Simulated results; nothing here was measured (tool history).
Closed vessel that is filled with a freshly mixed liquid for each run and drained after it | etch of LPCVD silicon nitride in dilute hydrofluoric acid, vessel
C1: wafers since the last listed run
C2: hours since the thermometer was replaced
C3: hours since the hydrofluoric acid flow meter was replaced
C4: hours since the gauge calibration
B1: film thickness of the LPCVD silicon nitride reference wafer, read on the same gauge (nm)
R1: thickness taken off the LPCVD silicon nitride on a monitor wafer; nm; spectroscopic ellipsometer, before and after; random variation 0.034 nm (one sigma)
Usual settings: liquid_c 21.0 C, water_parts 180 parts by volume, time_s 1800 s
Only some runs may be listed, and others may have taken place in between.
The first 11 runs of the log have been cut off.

{"run": 12, "hour": 908.7, "liquid_c": 24.0, "water_parts": 180, "time_s": 2115, "C1": 4946, "C2": 1742.1, "C3": 1476.0, "C4": 1911.7, "B1": 90.009, "R1": 6.449}
{"hour": 924.3, "done": "hydrofluoric acid flow meter replaced"}
{"run": 13, "hour": 949.1, "liquid_c": 24.0, "water_parts": 180, "time_s": 2115, "C1": 1861, "C2": 1782.5, "C3": 24.8, "C4": 1952.1, "B1": 90.05, "R1": 5.866}
{"run": 14, "hour": 1053.8, "liquid_c": 21.0, "water_parts": 180, "time_s": 1800, "C1": 4946, "C2": 1887.2, "C3": 129.5, "C4": 2056.8, "B1": 89.952, "R1": 4.073}
{"run": 15, "hour": 1140.6, "liquid_c": 21.0, "water_parts": 180, "time_s": 1800, "C1": 4101, "C2": 1974.0, "C3": 216.3, "C4": 2143.6, "B1": 90.057, "R1": 4.075}
{"run": 16, "hour": 1208.7, "liquid_c": 21.0, "water_parts": 180, "time_s": 1800, "C1": 3217, "C2": 2042.1, "C3": 284.4, "C4": 2211.7, "B1": 90.009, "R1": 4.152}
{"run": 17, "hour": 1297.6, "liquid_c": 17.0, "water_parts": 90, "time_s": 1800, "C1": 4200, "C2": 2131.0, "C3": 373.3, "C4": 2300.6, "B1": 89.969, "R1": 6.054}
{"run": 18, "hour": 1382.5, "liquid_c": 21.0, "water_parts": 130, "time_s": 1800, "C1": 4011, "C2": 2215.9, "C3": 458.2, "C4": 2385.5, "B1": 90.017, "R1": 5.653}
{"run": 19, "hour": 1422.1, "liquid_c": 21.0, "water_parts": 180, "time_s": 1800, "C1": 1871, "C2": 2255.5, "C3": 497.8, "C4": 2425.1, "B1": 89.989, "R1": 4.156}
{"run": 20, "hour": 1471.0, "liquid_c": 18.0, "water_parts": 125, "time_s": 1230, "C1": 2310, "C2": 2304.4, "C3": 546.7, "C4": 2474.0, "B1": 89.973, "R1": 3.291}
{"run": 21, "hour": 1570.7, "liquid_c": 23.0, "water_parts": 155, "time_s": 1800, "C1": 4710, "C2": 2404.1, "C3": 646.4, "C4": 2573.7, "B1": 89.994, "R1": 5.447}
{"hour": 1659.0, "done": "thermometer replaced"}
{"run": 22, "hour": 1662.6, "liquid_c": 21.0, "water_parts": 180, "time_s": 1800, "C1": 4294, "C2": 3.6, "C3": 738.3, "C4": 2665.6, "B1": 90.011, "R1": 4.466}
{"hour": 1684.1, "done": "gauge calibrated"}
{"run": 23, "hour": 1724.5, "liquid_c": 18.0, "water_parts": 210, "time_s": 1800, "C1": 2924, "C2": 65.5, "C3": 800.2, "C4": 40.4, "B1": 90.023, "R1": 3.125}
{"run": 24, "hour": 2004.1, "liquid_c": 22.5, "water_parts": 265, "time_s": 2505, "C1": 13210, "C2": 345.1, "C3": 1079.8, "C4": 320.0, "B1": 89.982, "R1": 4.709}

Run 25, settings as shown, results not yet in. Your forecast:
{"run": 25, "hour": 2080.3, "liquid_c": 21.0, "water_parts": 120, "time_s": 935, "C1": 3600, "C2": 421.3, "C3": 1156.0, "C4": 396.2, "B1": "?", "R1": "?"}

B1: 90.035
R1: 3.454 nm
Had the tool carried no hidden state, the very same run would have given R1 3.311 nm.
